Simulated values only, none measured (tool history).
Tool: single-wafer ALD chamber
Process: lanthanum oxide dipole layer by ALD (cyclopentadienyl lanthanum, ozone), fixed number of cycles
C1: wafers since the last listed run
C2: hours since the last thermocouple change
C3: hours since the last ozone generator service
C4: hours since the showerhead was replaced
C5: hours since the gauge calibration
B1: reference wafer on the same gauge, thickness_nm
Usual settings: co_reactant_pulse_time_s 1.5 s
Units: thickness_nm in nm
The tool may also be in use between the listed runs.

run 1 hour=0 | co_reactant_pulse_time_s=1.5 | C1=0 C2=1100.8 C3=161.8 C4=4805.2 C5=1387 | B1=0.561 | thickness_nm=0.546
run 2 hour=61.4 | co_reactant_pulse_time_s=1.5 | C1=846 C2=1162.2 C3=223.2 C4=4866.6 C5=1448.4 | B1=0.563 | thickness_nm=0.546
run 3 hour=118.2 | co_reactant_pulse_time_s=1.5 | C1=783 C2=1219 C3=280 C4=4923.4 C5=1505.2 | B1=0.562 | thickness_nm=0.542
run 4 hour=202.3 | co_reactant_pulse_time_s=1.81 | C1=1159 C2=1303.1 C3=364.1 C4=5007.5 C5=1589.3 | B1=0.563 | thickness_nm=0.561
run 5 hour=278.5 | co_reactant_pulse_time_s=1.81 | C1=1050 C2=1379.3 C3=440.3 C4=5083.7 C5=1665.5 | B1=0.562 | thickness_nm=0.557
run 6 hour=383.6 | co_reactant_pulse_time_s=1.81 | C1=1449 C2=1484.4 C3=545.4 C4=5188.8 C5=1770.6 | B1=0.563 | thickness_nm=0.557
run 7 hour=606.6 | co_reactant_pulse_time_s=1.64 | C1=3074 C2=1707.4 C3=768.4 C4=5411.8 C5=1993.6 | B1=0.561 | thickness_nm=0.535
run 8 hour=665.5 | co_reactant_pulse_time_s=1.64 | C1=812 C2=1766.3 C3=827.3 C4=5470.7 C5=2052.5 | B1=0.562 | thickness_nm=0.531
-- hour=716.7 gauge calibrated
run 9 hour=752.9 | co_reactant_pulse_time_s=1.64 | C1=1205 C2=1853.7 C3=914.7 C4=5558.1 C5=36.2 | B1=0.561 | thickness_nm=0.522
-- hour=828.5 ozone generator serviced
run 10 hour=829 | co_reactant_pulse_time_s=1.5 | C1=938 C2=1929.8 C3=0.5 C4=5634.2 C5=112.3 | B1=0.564 | thickness_nm=0.543
run 11 hour=879.3 | co_reactant_pulse_time_s=1.24 | C1=693 C2=1980.1 C3=50.8 C4=5684.5 C5=162.6 | B1=0.563 | thickness_nm=0.511
run 12 hour=970.5 | co_reactant_pulse_time_s=1.25 | C1=1257 C2=2071.3 C3=142 C4=5775.7 C5=253.8 | B1=0.564 | thickness_nm=0.508
run 13 hour=1069.4 | co_reactant_pulse_time_s=1.25 | C1=1363 C2=2170.2 C3=240.9 C4=5874.6 C5=352.7 | B1=0.562 | thickness_nm=0.503
run 14 hour=1148.2 | co_reactant_pulse_time_s=1.5 | C1=1086 C2=2249 C3=319.7 C4=5953.4 C5=431.5 | B1=0.563 | thickness_nm=0.537
run 15 hour=1218.2 | co_reactant_pulse_time_s=0.94 | C1=965 C2=2319 C3=389.7 C4=6023.4 C5=501.5 | B1=0.562 | thickness_nm=0.41
run 16 hour=1316 | co_reactant_pulse_time_s=1.97 | C1=1348 C2=2416.8 C3=487.5 C4=6121.2 C5=599.3 | B1=0.56 | thickness_nm=0.557
run 17 hour=1413.3 | co_reactant_pulse_time_s=1.74 | C1=1341 C2=2514.1 C3=584.8 C4=6218.5 C5=696.6 | B1=0.561 | thickness_nm=0.545
run 18 hour=1478.7 | co_reactant_pulse_time_s=1.67 | C1=901 C2=2579.5 C3=650.2 C4=6283.9 C5=762 | B1=0.562 | thickness_nm=0.541
run 19 hour=1581.9 | co_reactant_pulse_time_s=1.69 | C1=1422 C2=2682.7 C3=753.4 C4=6387.1 C5=865.2 | B1=0.562 | thickness_nm=0.533
-- hour=1676.4 ozone generator serviced
run 20 hour=1680.5 | co_reactant_pulse_time_s=1.84 | C1=1249 C2=2781.3 C3=4.1 C4=6485.7 C5=963.8 | B1=0.561 | thickness_nm=0.565

Forecast run 21:
-- hour=1737 showerhead replaced
run 21 hour=1748.4 | co_reactant_pulse_time_s=1.01 | C1=825 C2=2849.2 C3=72 C4=11.4 C5=1031.7 | B1=? | thickness_nm=?

B1: 0.562
thickness_nm: 0.464 nm
Without the tool's hidden state the same run would have given thickness_nm 0.468 nm.
